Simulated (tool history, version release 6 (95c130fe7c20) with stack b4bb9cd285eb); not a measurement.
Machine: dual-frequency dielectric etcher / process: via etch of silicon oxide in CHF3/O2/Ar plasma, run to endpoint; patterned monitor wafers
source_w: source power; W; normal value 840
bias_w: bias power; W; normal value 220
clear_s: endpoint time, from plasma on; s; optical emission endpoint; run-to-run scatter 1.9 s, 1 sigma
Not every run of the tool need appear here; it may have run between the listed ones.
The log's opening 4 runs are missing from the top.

run,day,source_w,bias_w,wafers since the last listed run,hours since the last wet clean,hours since the last source power generator calibration,hours since the last bias power generator calibration,hours since the last upper electrode change,"incoming incoming film thickness, nm",clear_s
5,4.329,840,220,95,299.6,2820,972.2,3133.7,750.5,322.6
6,5.538,840,220,139,328.6,2849,1001.2,3162.7,755.5,326.7
# day 6.646: wet clean of the chamber
7,6.667,840,220,14,0.5,2876.1,1028.3,3189.8,752.4,336.8
8,6.775,840,220,12,3.1,2878.7,1030.9,3192.4,750.7,334.7
9,7.85,840,220,124,28.9,2904.5,1056.7,3218.2,749.9,335.4
10,9.167,840,220,152,60.5,2936.1,1088.3,3249.8,752.1,342.2
11,10.392,690,220,141,89.9,2965.5,1117.7,3279.2,754.9,361.6
12,11.179,840,220,90,108.8,2984.4,1136.6,3298.1,751.2,338.1
# day 11.958: source power generator calibrated
# day 12.408: wet clean of the chamber, repeated, since the last time left the tool worse
# day 13.25: upper electrode replaced
13,14.221,840,220,183,43.5,54.3,1209.6,23.3,760.9,322.1
14,15.446,840,246,141,72.9,83.7,1239,52.7,756.8,311.2
15,16.229,840,220,90,91.7,102.5,1257.8,71.5,743,315.8
16,17.279,990,263,121,116.9,127.7,1283,96.7,748.4,283.9
17,18.679,780,270,161,150.5,161.3,1316.6,130.3,754.8,313.1
18,19.596,900,201,105,172.5,183.3,1338.6,152.3,754.3,321
19,20.942,840,259,155,204.8,215.6,1370.9,184.6,755.5,309.5

Run 20, settings as shown, results not yet in. Your forecast:
20,22.462,720,202,175,241.3,252.1,1407.4,221.1,753.1,?

clear_s: 348.4 s
If the tool had no hidden condition, the same run with the same run-to-run variation would have returned clear_s 342 s.
